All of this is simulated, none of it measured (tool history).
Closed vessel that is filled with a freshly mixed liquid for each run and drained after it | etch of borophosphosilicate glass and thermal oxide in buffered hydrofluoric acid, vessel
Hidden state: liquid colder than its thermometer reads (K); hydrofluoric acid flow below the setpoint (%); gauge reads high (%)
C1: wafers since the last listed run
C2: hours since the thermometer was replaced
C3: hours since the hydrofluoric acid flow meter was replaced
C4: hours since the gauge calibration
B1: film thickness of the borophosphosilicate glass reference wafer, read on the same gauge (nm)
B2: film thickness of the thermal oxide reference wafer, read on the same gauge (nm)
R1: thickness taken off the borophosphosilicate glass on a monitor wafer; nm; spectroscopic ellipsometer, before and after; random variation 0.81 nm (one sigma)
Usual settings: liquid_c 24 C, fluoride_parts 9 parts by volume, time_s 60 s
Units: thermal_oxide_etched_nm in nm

{"run": 1, "day": 0.0, "liquid_c": 20.5, "fluoride_parts": 9, "time_s": 60, "C1": 0, "C2": 1207.1, "C3": 310.3, "C4": 1372.7, "B1": 150, "B2": 139.98, "R1": 78.61, "thermal_oxide_etched_nm": 61.52}
{"run": 2, "day": 4.85, "liquid_c": 26, "fluoride_parts": 5.5, "time_s": 30, "C1": 13629, "C2": 1323.5, "C3": 426.7, "C4": 1489.1, "B1": 149.99, "B2": 140.01, "R1": 85.5, "thermal_oxide_etched_nm": 67.17}
{"run": 3, "day": 8.442, "liquid_c": 24, "fluoride_parts": 7.5, "time_s": 85, "C1": 10093, "C2": 1409.7, "C3": 512.9, "C4": 1575.3, "B1": 150.01, "B2": 140.05, "R1": 160.71, "thermal_oxide_etched_nm": 128.07}
{"run": 4, "day": 10.879, "liquid_c": 24, "fluoride_parts": 9, "time_s": 60, "C1": 6850, "C2": 1468.2, "C3": 571.4, "C4": 1633.8, "B1": 150.01, "B2": 139.98, "R1": 94.66, "thermal_oxide_etched_nm": 74.3}
{"day": 11.796, "done": "thermometer replaced"}
{"run": 5, "day": 15.2, "liquid_c": 24, "fluoride_parts": 8, "time_s": 60, "C1": 12025, "C2": 81.7, "C3": 675.1, "C4": 1737.5, "B1": 150.01, "B2": 140.03, "R1": 105.67, "thermal_oxide_etched_nm": 83.58}
{"run": 6, "day": 17.154, "liquid_c": 24, "fluoride_parts": 9, "time_s": 60, "C1": 5491, "C2": 128.6, "C3": 722, "C4": 1784.4, "B1": 150.02, "B2": 139.99, "R1": 93.48, "thermal_oxide_etched_nm": 74.63}
{"run": 7, "day": 19.479, "liquid_c": 24, "fluoride_parts": 9, "time_s": 50, "C1": 6533, "C2": 184.4, "C3": 777.8, "C4": 1840.2, "B1": 150.02, "B2": 139.99, "R1": 78.11, "thermal_oxide_etched_nm": 61.83}
{"run": 8, "day": 22.379, "liquid_c": 20, "fluoride_parts": 9, "time_s": 30, "C1": 8149, "C2": 254, "C3": 847.4, "C4": 1909.8, "B1": 149.99, "B2": 140.01, "R1": 37.59, "thermal_oxide_etched_nm": 29.64}
{"run": 9, "day": 25.396, "liquid_c": 25.5, "fluoride_parts": 7, "time_s": 30, "C1": 8477, "C2": 326.4, "C3": 919.8, "C4": 1982.2, "B1": 149.98, "B2": 139.97, "R1": 67, "thermal_oxide_etched_nm": 51.36}
{"run": 10, "day": 29.362, "liquid_c": 19, "fluoride_parts": 6, "time_s": 60, "C1": 11147, "C2": 421.6, "C3": 1015, "C4": 2077.4, "B1": 150, "B2": 139.97, "R1": 106.5, "thermal_oxide_etched_nm": 83.07}
{"day": 31.833, "done": "gauge calibrated"}
{"run": 11, "day": 33.829, "liquid_c": 21.5, "fluoride_parts": 6, "time_s": 80, "C1": 12552, "C2": 528.8, "C3": 1122.2, "C4": 47.9, "B1": 150.01, "B2": 139.94, "R1": 161.61, "thermal_oxide_etched_nm": 126.81}
{"run": 12, "day": 38.225, "liquid_c": 28.5, "fluoride_parts": 9, "time_s": 60, "C1": 12353, "C2": 634.3, "C3": 1227.7, "C4": 153.4, "B1": 150, "B2": 140, "R1": 118.84, "thermal_oxide_etched_nm": 92.82}
{"run": 13, "day": 41.767, "liquid_c": 26.5, "fluoride_parts": 10, "time_s": 80, "C1": 9953, "C2": 719.3, "C3": 1312.7, "C4": 238.4, "B1": 150.01, "B2": 139.97, "R1": 128.28, "thermal_oxide_etched_nm": 102.05}
{"run": 14, "day": 44.442, "liquid_c": 24, "fluoride_parts": 9, "time_s": 60, "C1": 7517, "C2": 783.5, "C3": 1376.9, "C4": 302.6, "B1": 150, "B2": 140, "R1": 92.53, "thermal_oxide_etched_nm": 73.23}
{"run": 15, "day": 50.904, "liquid_c": 26, "fluoride_parts": 8, "time_s": 95, "C1": 18161, "C2": 938.6, "C3": 1532, "C4": 457.7, "B1": 149.99, "B2": 139.96, "R1": 183.12, "thermal_oxide_etched_nm": 142.26}
{"run": 16, "day": 53.683, "liquid_c": 24, "fluoride_parts": 9, "time_s": 60, "C1": 7810, "C2": 1005.3, "C3": 1598.7, "C4": 524.4, "B1": 150.01, "B2": 139.99, "R1": 91.5, "thermal_oxide_etched_nm": 72.83}
{"run": 17, "day": 57.988, "liquid_c": 19.5, "fluoride_parts": 11.5, "time_s": 75, "C1": 12095, "C2": 1108.6, "C3": 1702, "C4": 627.7, "B1": 149.98, "B2": 140, "R1": 71.7, "thermal_oxide_etched_nm": 56.54}
{"run": 18, "day": 59.542, "liquid_c": 24, "fluoride_parts": 9, "time_s": 60, "C1": 4367, "C2": 1145.9, "C3": 1739.3, "C4": 665, "B1": 150, "B2": 139.99, "R1": 91.79, "thermal_oxide_etched_nm": 72.56}
{"day": 60.512, "done": "hydrofluoric acid flow meter replaced"}
{"run": 19, "day": 61.229, "liquid_c": 24, "fluoride_parts": 9, "time_s": 30, "C1": 4625, "C2": 1186.4, "C3": 17.2, "C4": 705.5, "B1": 150.01, "B2": 139.98, "R1": 48.89, "thermal_oxide_etched_nm": 37.67}
{"run": 20, "day": 64.321, "liquid_c": 24, "fluoride_parts": 9, "time_s": 60, "C1": 8688, "C2": 1260.6, "C3": 91.4, "C4": 779.7, "B1": 149.99, "B2": 140, "R1": 94.83, "thermal_oxide_etched_nm": 74.88}
{"run": 21, "day": 68.567, "liquid_c": 26.5, "fluoride_parts": 9, "time_s": 30, "C1": 11931, "C2": 1362.5, "C3": 193.3, "C4": 881.6, "B1": 150, "B2": 140.03, "R1": 55.37, "thermal_oxide_etched_nm": 43.17}
{"run": 22, "day": 72.042, "liquid_c": 21.5, "fluoride_parts": 9, "time_s": 60, "C1": 9765, "C2": 1445.9, "C3": 276.7, "C4": 965, "B1": 150.03, "B2": 140.02, "R1": 84.07, "thermal_oxide_etched_nm": 65.5}
{"run": 23, "day": 76.775, "liquid_c": 26.5, "fluoride_parts": 10, "time_s": 80, "C1": 13301, "C2": 1559.5, "C3": 390.3, "C4": 1078.6, "B1": 150, "B2": 140.05, "R1": 134.68, "thermal_oxide_etched_nm": 106.57}
{"run": 24, "day": 78.996, "liquid_c": 24, "fluoride_parts": 9, "time_s": 60, "C1": 6241, "C2": 1612.8, "C3": 443.6, "C4": 1131.9, "B1": 149.98, "B2": 139.95, "R1": 94.83, "thermal_oxide_etched_nm": 75.05}

Hidden state or all else? Some run-to-run changes of R1, split into what the settings, what came in and random variation would give without the hidden state, and what is left for the hidden state (with any gauge scatter that isn't in both results):
Run 14 -> 15: liquid_c 24 -> 26, fluoride_parts 9 -> 8, time_s 60 -> 95. R1 +90.59 nm: hidden state -9.03, all else +99.62.
Run 15 -> 16: liquid_c 26 -> 24, fluoride_parts 8 -> 9, time_s 95 -> 60. R1 -91.62 nm: hidden state +8.55, all else -100.17.

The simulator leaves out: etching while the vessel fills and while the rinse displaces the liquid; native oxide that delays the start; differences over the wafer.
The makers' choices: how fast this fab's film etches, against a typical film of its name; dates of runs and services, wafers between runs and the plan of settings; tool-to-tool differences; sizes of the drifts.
